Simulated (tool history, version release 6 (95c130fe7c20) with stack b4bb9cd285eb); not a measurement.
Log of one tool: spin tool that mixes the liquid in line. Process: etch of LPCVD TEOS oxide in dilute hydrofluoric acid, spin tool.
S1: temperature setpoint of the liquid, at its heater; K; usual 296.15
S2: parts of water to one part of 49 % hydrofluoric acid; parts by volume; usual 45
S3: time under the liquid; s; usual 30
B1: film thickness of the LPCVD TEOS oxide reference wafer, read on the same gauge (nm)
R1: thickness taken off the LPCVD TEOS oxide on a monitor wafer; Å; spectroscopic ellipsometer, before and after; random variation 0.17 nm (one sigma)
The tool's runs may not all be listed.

run 1 hour=0 | S1=296.15 S2=40 S3=35 | B1=150.03 | R1=247.4
run 2 hour=27.5 | S1=296.15 S2=40 S3=35 | B1=150.02 | R1=242.5
run 3 hour=45.4 | S1=296.15 S2=40 S3=35 | B1=149.98 | R1=239.9
run 4 hour=68.7 | S1=296.15 S2=45 S3=30 | B1=150.01 | R1=180.8
run 5 hour=123.7 | S1=296.15 S2=45 S3=30 | B1=150.01 | R1=182.4
run 6 hour=146 | S1=296.15 S2=45 S3=30 | B1=149.99 | R1=179.8
-- hour=167.5 gauge calibrated
run 7 hour=176.9 | S1=296.15 S2=60 S3=30 | B1=150.01 | R1=133.4
run 8 hour=204.9 | S1=296.15 S2=35 S3=40 | B1=150.02 | R1=312.2
run 9 hour=228.8 | S1=296.15 S2=35 S3=40 | B1=149.98 | R1=307.7
-- hour=258.7 thermometer replaced
run 10 hour=278.3 | S1=298.15 S2=45 S3=30 | B1=149.99 | R1=192.7
run 11 hour=328.4 | S1=296.15 S2=40 S3=30 | B1=150.04 | R1=200.6

Forecast run 12:
run 12 hour=346.3 | S1=296.15 S2=45 S3=30 | B1=? | R1=?

B1: 150.02
R1: 180.2 Å
Without the tool's hidden state the same run would have given R1 196.6 Å.
